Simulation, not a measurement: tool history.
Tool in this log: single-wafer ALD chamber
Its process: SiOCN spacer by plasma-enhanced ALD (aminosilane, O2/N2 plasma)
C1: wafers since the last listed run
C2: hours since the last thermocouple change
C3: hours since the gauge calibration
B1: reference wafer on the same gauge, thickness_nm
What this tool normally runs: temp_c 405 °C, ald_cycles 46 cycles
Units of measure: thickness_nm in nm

Run 1, day 0: usual settings; C1 0; C2 2657.8; C3 591.7; B1 2.975. Result: thickness_nm 2.784 nm.
Run 2, day 2.042: usual settings; C1 251; C2 2706.8; C3 640.7; B1 2.973. Result: thickness_nm 2.776 nm.
Run 3, day 5.529: usual settings; C1 428; C2 2790.5; C3 724.4; B1 2.968. Result: thickness_nm 2.798 nm.
Run 4, day 8.267: usual settings; C1 336; C2 2856.2; C3 790.1; B1 2.971. Result: thickness_nm 2.784 nm.
Run 5, day 9.771: usual settings but temp_c 396 °C; C1 184; C2 2892.3; C3 826.2; B1 2.965. Result: thickness_nm 2.821 nm.
Run 6, day 13.654: usual settings but ald_cycles 43 cycles; C1 477; C2 2985.5; C3 919.4; B1 2.962. Result: thickness_nm 2.595 nm.
Run 7, day 16.192: usual settings but ald_cycles 43 cycles; C1 311; C2 3046.4; C3 980.3; B1 2.961. Result: thickness_nm 2.599 nm.
At day 25.604: thermocouple changed; heater temperature recalibrated.
Run 8, day 28.258: usual settings but temp_c 401 °C; C1 1442; C2 63.7; C3 1269.9; B1 2.953. Result: thickness_nm 2.801 nm.
At day 28.992: gauge calibrated.
Run 9, day 32.008: usual settings but temp_c 394 °C, ald_cycles 50 cycles; C1 461; C2 153.7; C3 72.4; B1 2.993. Result: thickness_nm 3.109 nm.
Run 10, day 34.729: usual settings but temp_c 396 °C, ald_cycles 49 cycles; C1 334; C2 219; C3 137.7; B1 2.992. Result: thickness_nm 3.033 nm.
Run 11, day 38.004: usual settings but temp_c 419 °C, ald_cycles 40 cycles; C1 402; C2 297.6; C3 216.3; B1 2.991. Result: thickness_nm 2.31 nm.
Run 12, day 42.408: usual settings; C1 541; C2 403.3; C3 322; B1 2.986. Result: thickness_nm 2.787 nm.
Run 13, day 45.038: usual settings but temp_c 410 °C, ald_cycles 40 cycles; C1 323; C2 466.4; C3 385.1; B1 2.982. Result: thickness_nm 2.388 nm.
Run 14, day 48.775: usual settings but ald_cycles 43 cycles; C1 459; C2 556.1; C3 474.8; B1 2.979. Result: thickness_nm 2.599 nm.
Run 15, day 51.746: usual settings; C1 365; C2 627.4; C3 546.1; B1 2.979. Result: thickness_nm 2.793 nm.
Run 16, day 54.108: usual settings but temp_c 412 °C, ald_cycles 41 cycles; C1 290; C2 684.1; C3 602.8; B1 2.974. Result: thickness_nm 2.428 nm.
Run 17, day 55.683: usual settings but temp_c 390 °C, ald_cycles 41 cycles; C1 193; C2 721.9; C3 640.6; B1 2.974. Result: thickness_nm 2.524 nm.

Run-by-run hidden state of the tool:
wafer temperature above the value expected at the setpoint (K): 0 at every run
H1: gauge reads high (%)
run      H1
  1  -0.799
  2  -0.859
  3  -0.962
  4   -1.04
  5   -1.09
  6    -1.2
  7   -1.28
  8   -1.63
  9  -0.195
 10  -0.275
 11  -0.372
 12  -0.502
 13   -0.58
 14   -0.69
 15  -0.778
 16  -0.847
 17  -0.894
